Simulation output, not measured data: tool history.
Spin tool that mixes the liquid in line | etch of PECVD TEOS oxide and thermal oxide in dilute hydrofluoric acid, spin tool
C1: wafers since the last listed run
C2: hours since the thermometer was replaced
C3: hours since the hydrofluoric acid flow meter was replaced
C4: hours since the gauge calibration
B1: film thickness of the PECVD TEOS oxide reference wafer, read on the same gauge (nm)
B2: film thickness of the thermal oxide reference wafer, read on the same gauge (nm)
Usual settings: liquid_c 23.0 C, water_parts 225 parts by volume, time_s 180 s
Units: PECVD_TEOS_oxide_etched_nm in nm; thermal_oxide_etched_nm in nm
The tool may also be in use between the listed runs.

Run 1, hour 0.0: usual settings; C1 0; C2 543.3; C3 1131.7; C4 317.1; B1 40.02; B2 100.003. Result: PECVD_TEOS_oxide_etched_nm 15.75 nm, thermal_oxide_etched_nm 4.158 nm.
Run 2, hour 35.0: usual settings; C1 233; C2 578.3; C3 1166.7; C4 352.1; B1 39.99; B2 100.053. Result: PECVD_TEOS_oxide_etched_nm 15.62 nm, thermal_oxide_etched_nm 4.195 nm.
Run 3, hour 69.3: usual settings; C1 228; C2 612.6; C3 1201.0; C4 386.4; B1 40.02; B2 100.001. Result: PECVD_TEOS_oxide_etched_nm 15.99 nm, thermal_oxide_etched_nm 4.246 nm.
Run 4, hour 146.0: usual settings; C1 510; C2 689.3; C3 1277.7; C4 463.1; B1 40.00; B2 99.983. Result: PECVD_TEOS_oxide_etched_nm 15.96 nm, thermal_oxide_etched_nm 4.311 nm.
Run 5, hour 178.1: usual settings but time_s 105 s; C1 213; C2 721.4; C3 1309.8; C4 495.2; B1 40.00; B2 100.029. Result: PECVD_TEOS_oxide_etched_nm 9.36 nm, thermal_oxide_etched_nm 2.567 nm.
At hour 275.4: hydrofluoric acid flow meter replaced.
Run 6, hour 283.8: usual settings but time_s 105 s; C1 697; C2 827.1; C3 8.4; C4 600.9; B1 39.99; B2 100.016. Result: PECVD_TEOS_oxide_etched_nm 8.45 nm, thermal_oxide_etched_nm 2.242 nm.
Run 7, hour 303.7: usual settings; C1 132; C2 847.0; C3 28.3; C4 620.8; B1 39.98; B2 99.939. Result: PECVD_TEOS_oxide_etched_nm 14.42 nm, thermal_oxide_etched_nm 3.877 nm.
At hour 311.0: thermometer replaced.
Run 8, hour 334.3: usual settings; C1 197; C2 23.3; C3 58.9; C4 651.4; B1 40.01; B2 100.002. Result: PECVD_TEOS_oxide_etched_nm 13.32 nm, thermal_oxide_etched_nm 3.546 nm.
At hour 354.2: gauge calibrated.
Run 9, hour 359.3: usual settings; C1 166; C2 48.3; C3 83.9; C4 5.1; B1 40.00; B2 100.018. Result: PECVD_TEOS_oxide_etched_nm 13.42 nm, thermal_oxide_etched_nm 3.547 nm.
Run 10, hour 393.3: usual settings but time_s 100 s; C1 226; C2 82.3; C3 117.9; C4 39.1; B1 40.00; B2 99.991. Result: PECVD_TEOS_oxide_etched_nm 7.45 nm, thermal_oxide_etched_nm 1.974 nm.
Run 11, hour 408.2: usual settings but water_parts 155 parts by volume; C1 99; C2 97.2; C3 132.8; C4 54.0; B1 40.00; B2 99.947. Result: PECVD_TEOS_oxide_etched_nm 21.20 nm, thermal_oxide_etched_nm 5.631 nm.
Run 12, hour 434.9: usual settings but water_parts 185 parts by volume, time_s 145 s; C1 177; C2 123.9; C3 159.5; C4 80.7; B1 39.98; B2 100.001. Result: PECVD_TEOS_oxide_etched_nm 13.97 nm, thermal_oxide_etched_nm 3.703 nm.
Run 13, hour 459.4: usual settings; C1 163; C2 148.4; C3 184.0; C4 105.2; B1 40.00; B2 99.989. Result: PECVD_TEOS_oxide_etched_nm 13.61 nm, thermal_oxide_etched_nm 3.605 nm.
Run 14, hour 485.2: usual settings but liquid_c 19.5 C; C1 171; C2 174.2; C3 209.8; C4 131.0; B1 39.99; B2 99.980. Result: PECVD_TEOS_oxide_etched_nm 11.92 nm, thermal_oxide_etched_nm 3.218 nm.
Run 15, hour 497.8: usual settings; C1 83; C2 186.8; C3 222.4; C4 143.6; B1 40.01; B2 99.970. Result: PECVD_TEOS_oxide_etched_nm 13.71 nm, thermal_oxide_etched_nm 3.638 nm.
Run 16, hour 521.1: usual settings; C1 155; C2 210.1; C3 245.7; C4 166.9; B1 39.99; B2 99.974. Result: PECVD_TEOS_oxide_etched_nm 13.71 nm, thermal_oxide_etched_nm 3.664 nm.
Run 17, hour 541.2: usual settings but liquid_c 19.5 C, water_parts 295 parts by volume; C1 133; C2 230.2; C3 265.8; C4 187.0; B1 40.01; B2 100.023. Result: PECVD_TEOS_oxide_etched_nm 8.76 nm, thermal_oxide_etched_nm 2.288 nm.
Run 18, hour 575.0: usual settings but liquid_c 21.0 C, water_parts 270 parts by volume, time_s 275 s; C1 225; C2 264.0; C3 299.6; C4 220.8; B1 39.99; B2 100.014. Result: PECVD_TEOS_oxide_etched_nm 15.81 nm, thermal_oxide_etched_nm 4.222 nm.
Run 19, hour 603.0: usual settings but liquid_c 20.0 C, water_parts 295 parts by volume, time_s 285 s; C1 186; C2 292.0; C3 327.6; C4 248.8; B1 40.02; B2 99.982. Result: PECVD_TEOS_oxide_etched_nm 14.02 nm, thermal_oxide_etched_nm 3.813 nm.
Run 20, hour 622.9: usual settings but water_parts 315 parts by volume, time_s 265 s; C1 132; C2 311.9; C3 347.5; C4 268.7; B1 40.00; B2 100.044. Result: PECVD_TEOS_oxide_etched_nm 13.58 nm, thermal_oxide_etched_nm 3.605 nm.
Run 21, hour 651.3: usual settings; C1 189; C2 340.3; C3 375.9; C4 297.1; B1 40.00; B2 100.055. Result: PECVD_TEOS_oxide_etched_nm 14.18 nm, thermal_oxide_etched_nm 3.769 nm.
Run 22, hour 665.5: usual settings but water_parts 125 parts by volume; C1 94; C2 354.5; C3 390.1; C4 311.3; B1 39.99; B2 99.945. Result: PECVD_TEOS_oxide_etched_nm 28.13 nm, thermal_oxide_etched_nm 7.524 nm.
Run 23, hour 698.6: usual settings but water_parts 135 parts by volume; C1 220; C2 387.6; C3 423.2; C4 344.4; B1 39.99; B2 100.003. Result: PECVD_TEOS_oxide_etched_nm 26.26 nm, thermal_oxide_etched_nm 6.936 nm.
Run 24, hour 730.5: usual settings; C1 212; C2 419.5; C3 455.1; C4 376.3; B1 40.00; B2 99.990. Result: PECVD_TEOS_oxide_etched_nm 14.47 nm, thermal_oxide_etched_nm 3.881 nm.

4 ways to go on from here, each from the tool as it stands after run 24. What would each give?
Run A, hour 731.0: usual settings but time_s 125 s; C1 3; C2 420.0; C3 455.6; C4 376.8; B1 ?; B2 ?. Result: PECVD_TEOS_oxide_etched_nm ?, thermal_oxide_etched_nm ?.
Run B, hour 731.0: usual settings but water_parts 165 parts by volume, time_s 260 s; C1 3; C2 420.0; C3 455.6; C4 376.8; B1 ?; B2 ?. Result: PECVD_TEOS_oxide_etched_nm ?, thermal_oxide_etched_nm ?.
Run C, hour 731.0: usual settings but liquid_c 27.5 C, water_parts 170 parts by volume; C1 3; C2 420.0; C3 455.6; C4 376.8; B1 ?; B2 ?. Result: PECVD_TEOS_oxide_etched_nm ?, thermal_oxide_etched_nm ?.
Run D, hour 731.0: usual settings but liquid_c 25.5 C, water_parts 175 parts by volume, time_s 265 s; C1 3; C2 420.0; C3 455.6; C4 376.8; B1 ?; B2 ?. Result: PECVD_TEOS_oxide_etched_nm ?, thermal_oxide_etched_nm ?.

run     B1      B2  PECVD_TEOS_oxide_etched_nm  thermal_oxide_etched_nm
  A  40.00  99.979                       10.14                    2.695
  B  40.00  99.979                       30.61                    8.137
  C  40.00  99.979                       24.16                    6.422
  D  40.00  99.979                       31.94                    8.490
Without the tool's hidden state the same runs would have given:
run  PECVD_TEOS_oxide_etched_nm  thermal_oxide_etched_nm
  A                        8.99                    2.389
  B                       27.16                    7.220
  C                       21.46                    5.705
  D                       28.36                    7.538

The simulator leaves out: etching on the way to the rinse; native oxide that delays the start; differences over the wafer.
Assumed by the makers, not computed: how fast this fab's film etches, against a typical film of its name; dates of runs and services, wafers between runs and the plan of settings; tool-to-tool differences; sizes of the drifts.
